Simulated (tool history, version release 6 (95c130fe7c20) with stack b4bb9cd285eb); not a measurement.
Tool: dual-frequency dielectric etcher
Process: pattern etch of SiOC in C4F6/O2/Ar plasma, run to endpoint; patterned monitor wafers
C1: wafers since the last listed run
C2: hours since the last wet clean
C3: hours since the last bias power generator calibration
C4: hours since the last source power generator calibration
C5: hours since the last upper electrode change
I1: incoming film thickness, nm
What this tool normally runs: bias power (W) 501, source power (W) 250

{"run": 1, "hour": 0.0, "bias power (W)": 501, "source power (W)": 200, "C1": 0, "C2": 258.7, "C3": 3486.7, "C4": 2512.8, "C5": 2468.9, "I1": 50.5, "endpoint time (s)": 20.9}
{"run": 2, "hour": 58.2, "bias power (W)": 501, "source power (W)": 200, "C1": 614, "C2": 316.9, "C3": 3544.9, "C4": 2571.0, "C5": 2527.1, "I1": 50.5, "endpoint time (s)": 20.9}
{"run": 3, "hour": 99.8, "bias power (W)": 501, "source power (W)": 290, "C1": 439, "C2": 358.5, "C3": 3586.5, "C4": 2612.6, "C5": 2568.7, "I1": 50.6, "endpoint time (s)": 18.4}
{"run": 4, "hour": 132.5, "bias power (W)": 501, "source power (W)": 290, "C1": 345, "C2": 391.2, "C3": 3619.2, "C4": 2645.3, "C5": 2601.4, "I1": 50.3, "endpoint time (s)": 18.0}
{"run": 5, "hour": 187.9, "bias power (W)": 501, "source power (W)": 250, "C1": 585, "C2": 446.6, "C3": 3674.6, "C4": 2700.7, "C5": 2656.8, "I1": 50.2, "endpoint time (s)": 19.1}
{"run": 6, "hour": 256.9, "bias power (W)": 501, "source power (W)": 250, "C1": 728, "C2": 515.6, "C3": 3743.6, "C4": 2769.7, "C5": 2725.8, "I1": 50.5, "endpoint time (s)": 19.1}
{"run": 7, "hour": 317.3, "bias power (W)": 501, "source power (W)": 250, "C1": 637, "C2": 576.0, "C3": 3804.0, "C4": 2830.1, "C5": 2786.2, "I1": 50.5, "endpoint time (s)": 19.1}
{"hour": 372.4, "done": "wet clean of the chamber"}
{"run": 8, "hour": 380.3, "bias power (W)": 501, "source power (W)": 250, "C1": 411, "C2": 7.9, "C3": 3867.0, "C4": 2893.1, "C5": 2849.2, "I1": 50.7, "endpoint time (s)": 19.4}
{"run": 9, "hour": 411.6, "bias power (W)": 541, "source power (W)": 270, "C1": 330, "C2": 39.2, "C3": 3898.3, "C4": 2924.4, "C5": 2880.5, "I1": 50.8, "endpoint time (s)": 18.2}
{"run": 10, "hour": 461.0, "bias power (W)": 541, "source power (W)": 270, "C1": 521, "C2": 88.6, "C3": 3947.7, "C4": 2973.8, "C5": 2929.9, "I1": 50.9, "endpoint time (s)": 18.1}
{"hour": 469.4, "done": "bias power generator calibrated"}
{"run": 11, "hour": 511.4, "bias power (W)": 541, "source power (W)": 270, "C1": 490, "C2": 139.0, "C3": 42.0, "C4": 3024.2, "C5": 2980.3, "I1": 50.2, "endpoint time (s)": 17.9}
{"run": 12, "hour": 575.9, "bias power (W)": 468, "source power (W)": 250, "C1": 681, "C2": 203.5, "C3": 106.5, "C4": 3088.7, "C5": 3044.8, "I1": 51.5, "endpoint time (s)": 20.0}
{"run": 13, "hour": 625.6, "bias power (W)": 468, "source power (W)": 250, "C1": 524, "C2": 253.2, "C3": 156.2, "C4": 3138.4, "C5": 3094.5, "I1": 50.2, "endpoint time (s)": 19.7}
{"run": 14, "hour": 656.7, "bias power (W)": 468, "source power (W)": 250, "C1": 328, "C2": 284.3, "C3": 187.3, "C4": 3169.5, "C5": 3125.6, "I1": 50.8, "endpoint time (s)": 19.9}
{"run": 15, "hour": 694.8, "bias power (W)": 405, "source power (W)": 280, "C1": 402, "C2": 322.4, "C3": 225.4, "C4": 3207.6, "C5": 3163.7, "I1": 50.3, "endpoint time (s)": 19.9}
{"run": 16, "hour": 748.8, "bias power (W)": 603, "source power (W)": 220, "C1": 570, "C2": 376.4, "C3": 279.4, "C4": 3261.6, "C5": 3217.7, "I1": 50.3, "endpoint time (s)": 18.6}
{"run": 17, "hour": 800.9, "bias power (W)": 425, "source power (W)": 280, "C1": 550, "C2": 428.5, "C3": 331.5, "C4": 3313.7, "C5": 3269.8, "I1": 50.3, "endpoint time (s)": 19.4}
{"run": 18, "hour": 858.2, "bias power (W)": 501, "source power (W)": 250, "C1": 605, "C2": 485.8, "C3": 388.8, "C4": 3371.0, "C5": 3327.1, "I1": 50.5, "endpoint time (s)": 19.2}
{"hour": 936.3, "done": "wet clean of the chamber"}
{"run": 19, "hour": 940.4, "bias power (W)": 572, "source power (W)": 290, "C1": 614, "C2": 4.1, "C3": 471.0, "C4": 3453.2, "C5": 3409.3, "I1": 50.2, "endpoint time (s)": 17.1}
{"hour": 1006.3, "done": "upper electrode replaced"}
{"run": 20, "hour": 1006.8, "bias power (W)": 501, "source power (W)": 250, "C1": 447, "C2": 70.5, "C3": 537.4, "C4": 3519.6, "C5": 0.5, "I1": 49.8, "endpoint time (s)": 19.0}
{"run": 21, "hour": 1034.2, "bias power (W)": 444, "source power (W)": 210, "C1": 289, "C2": 97.9, "C3": 564.8, "C4": 3547.0, "C5": 27.9, "I1": 50.5, "endpoint time (s)": 21.4}
{"run": 22, "hour": 1091.4, "bias power (W)": 595, "source power (W)": 290, "C1": 604, "C2": 155.1, "C3": 622.0, "C4": 3604.2, "C5": 85.1, "I1": 50.0, "endpoint time (s)": 16.6}
{"run": 23, "hour": 1120.9, "bias power (W)": 501, "source power (W)": 280, "C1": 311, "C2": 184.6, "C3": 651.5, "C4": 3633.7, "C5": 114.6, "I1": 50.4, "endpoint time (s)": 18.5}
{"run": 24, "hour": 1148.3, "bias power (W)": 426, "source power (W)": 310, "C1": 289, "C2": 212.0, "C3": 678.9, "C4": 3661.1, "C5": 142.0, "I1": 50.1, "endpoint time (s)": 18.7}
{"run": 25, "hour": 1328.4, "bias power (W)": 428, "source power (W)": 250, "C1": 1902, "C2": 392.1, "C3": 859.0, "C4": 3841.2, "C5": 322.1, "I1": 50.6, "endpoint time (s)": 20.6}
{"hour": 1371.7, "done": "source power generator calibrated"}
{"run": 26, "hour": 1377.3, "bias power (W)": 542, "source power (W)": 190, "C1": 474, "C2": 441.0, "C3": 907.9, "C4": 5.6, "C5": 371.0, "I1": 50.1, "endpoint time (s)": 20.6}
{"run": 27, "hour": 1417.5, "bias power (W)": 548, "source power (W)": 290, "C1": 424, "C2": 481.2, "C3": 948.1, "C4": 45.8, "C5": 411.2, "I1": 50.7, "endpoint time (s)": 17.7}
{"hour": 1511.7, "done": "wet clean of the chamber"}
{"run": 28, "hour": 1512.2, "bias power (W)": 391, "source power (W)": 280, "C1": 746, "C2": 0.5, "C3": 1042.8, "C4": 140.5, "C5": 505.9, "I1": 50.3, "endpoint time (s)": 20.1}
{"run": 29, "hour": 1529.2, "bias power (W)": 428, "source power (W)": 250, "C1": 179, "C2": 17.5, "C3": 1059.8, "C4": 157.5, "C5": 522.9, "I1": 50.6, "endpoint time (s)": 20.4}
{"run": 30, "hour": 1598.1, "bias power (W)": 616, "source power (W)": 220, "C1": 727, "C2": 86.4, "C3": 1128.7, "C4": 226.4, "C5": 591.8, "I1": 50.9, "endpoint time (s)": 18.9}
{"run": 31, "hour": 1662.5, "bias power (W)": 404, "source power (W)": 200, "C1": 680, "C2": 150.8, "C3": 1193.1, "C4": 290.8, "C5": 656.2, "I1": 50.8, "endpoint time (s)": 22.8}
{"run": 32, "hour": 1687.1, "bias power (W)": 501, "source power (W)": 250, "C1": 259, "C2": 175.4, "C3": 1217.7, "C4": 315.4, "C5": 680.8, "I1": 50.4, "endpoint time (s)": 19.2}
{"run": 33, "hour": 1788.0, "bias power (W)": 618, "source power (W)": 250, "C1": 1065, "C2": 276.3, "C3": 1318.6, "C4": 416.3, "C5": 781.7, "I1": 50.6, "endpoint time (s)": 17.9}
{"run": 34, "hour": 1822.7, "bias power (W)": 603, "source power (W)": 220, "C1": 366, "C2": 311.0, "C3": 1353.3, "C4": 451.0, "C5": 816.4, "I1": 50.1, "endpoint time (s)": 18.7}
{"run": 35, "hour": 1859.4, "bias power (W)": 536, "source power (W)": 280, "C1": 387, "C2": 347.7, "C3": 1390.0, "C4": 487.7, "C5": 853.1, "I1": 50.6, "endpoint time (s)": 18.2}

Across each entry between runs, compare the hidden state at the last listed run before it with the hidden state at the first listed run after it:
After run 7, before run 8: wet clean of the chamber (hour 372.4)
  nothing in the hidden state changes from one run to the other
After run 10, before run 11: bias power generator calibrated (hour 469.4)
  nothing in the hidden state changes from one run to the other
After run 18, before run 19: wet clean of the chamber (hour 936.3)
  nothing in the hidden state changes from one run to the other
After run 19, before run 20: upper electrode replaced (hour 1006.3)
  nothing in the hidden state changes from one run to the other
After run 25, before run 26: source power generator calibrated (hour 1371.7)
  nothing in the hidden state changes from one run to the other
After run 27, before run 28: wet clean of the chamber (hour 1511.7)
  nothing in the hidden state changes from one run to the other
